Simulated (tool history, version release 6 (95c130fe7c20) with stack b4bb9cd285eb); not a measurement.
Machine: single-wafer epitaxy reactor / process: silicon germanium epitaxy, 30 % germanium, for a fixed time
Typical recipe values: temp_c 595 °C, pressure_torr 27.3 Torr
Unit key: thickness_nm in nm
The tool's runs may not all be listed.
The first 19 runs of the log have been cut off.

run,hour,temp_c,pressure_torr,wafers since the last listed run,hours since the last pyrometer calibration,hours since the last manometer calibration,hours since the showerhead was replaced,hours since the gauge calibration,"read-back reference wafer on the same gauge, thickness_nm",thickness_nm
20,254.7,591,23.1,194,2389.3,125.3,6192,142.2,70.407,50.232
21,283.2,588,23.7,443,2417.8,153.8,6220.5,170.7,70.486,47.326
# hour 295: showerhead replaced
# hour 296.7: pyrometer calibrated
22,297.2,584,23.8,68,0.5,167.8,2.2,184.7,70.491,41.741
23,302,607,27.3,74,5.3,172.6,7,189.5,70.396,69.339
24,313,581,29.9,171,16.3,183.6,18,200.5,70.422,42.012
25,319.3,599,27.3,98,22.6,189.9,24.3,206.8,70.626,59.25
26,335.4,595,29.5,250,38.7,206,40.4,222.9,70.597,56.169
27,348.3,595,27.3,200,51.6,218.9,53.3,235.8,70.658,54.55
28,363.5,585,22.9,236,66.8,234.1,68.5,251,70.463,41.385
29,377.2,586,25.6,213,80.5,247.8,82.2,264.7,70.61,43.562
30,391.1,589,20.7,216,94.4,261.7,96.1,278.6,70.519,43.43
# hour 399.9: pyrometer calibrated, repeated, since the last time left the tool worse
31,405.8,586,24.8,104,5.9,276.4,110.8,293.3,70.439,50.95
32,413.5,588,24.2,119,13.6,284.1,118.5,301,70.483,52.319
33,420.2,585,27.3,104,20.3,290.8,125.2,307.7,70.425,51.073
34,433,581,29.9,199,33.1,303.6,138,320.5,70.464,48.866
35,448.8,608,30.3,245,48.9,319.4,153.8,336.3,70.502,83.482

Here are 4 independent what-if runs from the current tool condition. What would each one return?
A,449.2,595,29.7,6,49.3,319.8,154.2,336.7,?,?
B,449.2,595,31.9,6,49.3,319.8,154.2,336.7,?,?
C,449.2,585,22.7,6,49.3,319.8,154.2,336.7,?,?
D,449.2,608,34,6,49.3,319.8,154.2,336.7,?,?

run,"read-back reference wafer on the same gauge, thickness_nm",thickness_nm
A,70.664,64.477
B,70.664,66.187
C,70.664,47.866
D,70.664,87.346
The same runs, with their run-to-run variation unchanged, on a tool lacking any hidden condition would have given:
run,thickness_nm
A,65.18
B,66.91
C,48.402
D,88.269
